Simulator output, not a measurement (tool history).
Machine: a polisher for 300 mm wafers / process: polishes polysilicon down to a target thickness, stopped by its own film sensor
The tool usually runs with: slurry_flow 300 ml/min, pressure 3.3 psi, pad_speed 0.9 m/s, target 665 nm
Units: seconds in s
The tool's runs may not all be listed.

run    hour  slurry_flow  pressure  pad_speed  target  wafers since the last listed run  wafers polished on this pad  hours since the slurry nozzle was cleaned  hours since the head pressure was calibrated  incoming thickness of the incoming film, nm  seconds
  1       0          300       3.3        0.9     665                                 0                         1496                                      215.3                                         976.6                                       1050.3     47.2
       23.2  -- slurry nozzle cleaned
  2    26.7          300       3.3        0.9     665                               288                         1784                                        3.5                                        1003.3                                       1059.7     49.5
  3    51.9          300       3.3        0.9     665                               282                         2066                                       28.7                                        1028.5                                       1046.5       48
       83.7  -- worn pad replaced by a new one
  4    84.2          300       3.3        0.9     665                               317                            5                                         61                                        1060.8                                       1050.9     45.5
  5   134.1          300       3.3        0.9     665                               559                          565                                      110.9                                        1110.7                                       1055.6     46.5
  6   187.4          300       3.3        0.9     665                               597                         1163                                      164.2                                          1164                                       1049.6     47.1
  7   254.5          300       3.3        0.9     665                               752                         1915                                      231.3                                        1231.1                                       1041.2       47
      256.2  -- slurry nozzle cleaned
  8   325.7          300       3.3        0.9     665                               787                         2702                                       69.5                                        1302.3                                       1053.6     50.7
      358.3  -- worn pad replaced by a new one
  9   390.9          300       3.3        0.9     665                               686                          365                                      134.7                                        1367.5                                       1053.2     45.4
      398.3  -- head pressure recalibrated
 10   427.6          300       3.3        0.9     665                               389                          754                                      171.4                                          29.3                                       1054.9     47.4
 11     472          300       3.3        0.9     665                               497                         1252                                      215.8                                          73.7                                       1054.3     47.3
      539.6  -- slurry nozzle cleaned
 12     540          300       3.3        0.9     665                               751                         2004                                        0.4                                         141.7                                       1049.4     48.5
 13   588.7          300       3.3       0.62     665                               546                         2550                                       49.1                                         190.4                                       1047.8       74
      614.7  -- worn pad replaced by a new one
 14   643.6          300       4.1       0.68     584                               570                          323                                        104                                         245.3                                       1055.4     61.7
 15   676.4          235       3.3        0.9     665                               367                          691                                      136.8                                         278.1                                       1045.2     46.5
 16   744.9          300       4.2        0.9     537                               768                         1459                                      205.3                                         346.6                                       1052.1     50.9
      793.1  -- slurry nozzle cleaned
      850.5  -- worn pad replaced by a new one
 17   860.3          270       3.3        0.9     575                              1238                          110                                       67.2                                           462                                       1031.5     54.1
 18   918.7          350       2.4       1.18     770                               654                          765                                      125.6                                         520.4                                       1048.4     33.2
 19   975.8          395       4.1        1.1     665                               640                         1405                                      182.7                                         577.5                                       1057.5     31.8
 20  1014.9          400       3.3        0.9     731                               438                         1844                                      221.8                                         616.6                                       1047.3     38.9
     1078.2  -- slurry nozzle cleaned
 21  1085.8          300       3.3        0.9     665                               783                         2628                                        7.6                                         687.5                                       1061.4     52.2
     1125.3  -- worn pad replaced by a new one
 22  1128.7          355         4       0.58     738                               436                           37                                       50.5                                         730.4                                         1049     49.4
 23    1189          300       3.3        0.9     665                               676                          714                                      110.8                                         790.7                                       1043.3     44.7
 24  1242.7          300       3.3        1.1     797                               602                         1316                                      164.5                                         844.4                                       1053.3     24.9

3 ways to go on from here, each from the tool as it stands after run 24. What would each give?
  A  1243.1          300       3.3        0.9     665                                 4                         1320                                      164.9                                         844.8                                       1052.2        ?
  B  1243.1          375       2.6       1.08     777                                 4                         1320                                      164.9                                         844.8                                       1052.2        ?
  C  1243.1          200       3.3       1.16     623                                 4                         1320                                      164.9                                         844.8                                       1052.2        ?

run  seconds
  A     47.1
  B     33.5
  C     41.8
Stripped of hidden state, with their random variation kept, the same runs would have yielded:
run  seconds
  A     45.4
  B     32.3
  C     40.2
